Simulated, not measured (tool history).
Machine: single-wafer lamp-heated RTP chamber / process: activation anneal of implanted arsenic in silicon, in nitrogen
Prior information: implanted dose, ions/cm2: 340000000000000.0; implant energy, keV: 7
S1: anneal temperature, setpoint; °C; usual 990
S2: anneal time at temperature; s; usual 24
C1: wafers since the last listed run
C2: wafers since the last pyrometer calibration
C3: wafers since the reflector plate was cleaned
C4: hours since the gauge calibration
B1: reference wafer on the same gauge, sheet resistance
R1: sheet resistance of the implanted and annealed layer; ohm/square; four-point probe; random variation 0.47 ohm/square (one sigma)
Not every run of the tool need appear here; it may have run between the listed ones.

run 1 hour=0 | S1=990 S2=24 | C1=0 C2=3263 C3=7983 C4=205.6 | B1=350.63 | R1=310.32
run 2 hour=17.1 | S1=990 S2=24 | C1=222 C2=3486 C3=8206 C4=222.7 | B1=350.98 | R1=310.25
run 3 hour=34.3 | S1=990 S2=24 | C1=224 C2=3710 C3=8430 C4=239.9 | B1=350.9 | R1=310.58
run 4 hour=47.4 | S1=990 S2=24 | C1=170 C2=3881 C3=8601 C4=253 | B1=351.18 | R1=310.29
run 5 hour=57 | S1=990 S2=24 | C1=125 C2=4006 C3=8726 C4=262.6 | B1=351 | R1=310.66
run 6 hour=69.4 | S1=990 S2=24 | C1=161 C2=4168 C3=8888 C4=275 | B1=350.94 | R1=310.1
run 7 hour=80.1 | S1=990 S2=24 | C1=139 C2=4307 C3=9027 C4=285.7 | B1=350.8 | R1=310.37
run 8 hour=92 | S1=990 S2=24 | C1=155 C2=4463 C3=9182 C4=297.6 | B1=351 | R1=309.93
run 9 hour=108.5 | S1=990 S2=24 | C1=215 C2=4678 C3=9397 C4=314.1 | B1=350.94 | R1=309.56
run 10 hour=117.3 | S1=990 S2=24 | C1=114 C2=4792 C3=9512 C4=322.9 | B1=351.03 | R1=309.63
-- hour=120.5 gauge calibrated
run 11 hour=134 | S1=990 S2=24 | C1=217 C2=5010 C3=9730 C4=13.5 | B1=351.14 | R1=309.42
run 12 hour=149 | S1=990 S2=24 | C1=195 C2=5206 C3=9925 C4=28.5 | B1=351.07 | R1=309.71
run 13 hour=165.8 | S1=990 S2=32 | C1=218 C2=5425 C3=10144 C4=45.3 | B1=350.9 | R1=305.45
run 14 hour=175.8 | S1=990 S2=33 | C1=130 C2=5555 C3=10275 C4=55.3 | B1=351.1 | R1=304.85
run 15 hour=186.4 | S1=990 S2=24 | C1=138 C2=5693 C3=10413 C4=65.9 | B1=350.68 | R1=308.86
run 16 hour=204.3 | S1=970 S2=12 | C1=233 C2=5926 C3=10646 C4=83.8 | B1=350.88 | R1=324.8
run 17 hour=213.4 | S1=990 S2=24 | C1=118 C2=6045 C3=10765 C4=92.9 | B1=351.16 | R1=308.54
run 18 hour=229.7 | S1=964 S2=18 | C1=212 C2=6258 C3=10977 C4=109.2 | B1=351.3 | R1=321.18
-- hour=240.6 reflector plate cleaned
run 19 hour=244.2 | S1=1018 S2=19 | C1=84 C2=6342 C3=46 C4=123.7 | B1=351.04 | R1=303.06
-- hour=261.5 pyrometer window cleaned and pyrometer calibrated
run 20 hour=262 | S1=990 S2=24 | C1=127 C2=5 C3=174 C4=141.5 | B1=351.14 | R1=313.52
run 21 hour=269.1 | S1=990 S2=36 | C1=92 C2=98 C3=266 C4=148.6 | B1=351.12 | R1=307.25
run 22 hour=279 | S1=1016 S2=19 | C1=129 C2=227 C3=395 C4=158.5 | B1=351.25 | R1=307.54
run 23 hour=295.3 | S1=990 S2=24 | C1=212 C2=439 C3=608 C4=174.8 | B1=350.99 | R1=312.36
run 24 hour=310.1 | S1=1010 S2=18 | C1=192 C2=632 C3=801 C4=189.6 | B1=351.04 | R1=309.75
run 25 hour=317 | S1=965 S2=19 | C1=89 C2=722 C3=891 C4=196.5 | B1=351.14 | R1=322.61
run 26 hour=325 | S1=990 S2=24 | C1=104 C2=827 C3=995 C4=204.5 | B1=351.09 | R1=312.42
run 27 hour=337.4 | S1=980 S2=15 | C1=161 C2=988 C3=1156 C4=216.9 | B1=350.92 | R1=321.42

What if the next run were any one of these 3? Each begins from the tool's condition after run 27:
run A hour=337.8 | S1=990 S2=24 | C1=5 C2=993 C3=1162 C4=217.3 | B1=? | R1=?
run B hour=337.8 | S1=1016 S2=29 | C1=5 C2=993 C3=1162 C4=217.3 | B1=? | R1=?
run C hour=337.8 | S1=1006 S2=33 | C1=5 C2=993 C3=1162 C4=217.3 | B1=? | R1=?

run=A B1=351 R1=312.22
run=B B1=351 R1=299.84
run=C B1=351 R1=301.55
Had the tool no hidden state, the same runs would have come out as:
run=A R1=313.89
run=B R1=301.83
run=C R1=303.48

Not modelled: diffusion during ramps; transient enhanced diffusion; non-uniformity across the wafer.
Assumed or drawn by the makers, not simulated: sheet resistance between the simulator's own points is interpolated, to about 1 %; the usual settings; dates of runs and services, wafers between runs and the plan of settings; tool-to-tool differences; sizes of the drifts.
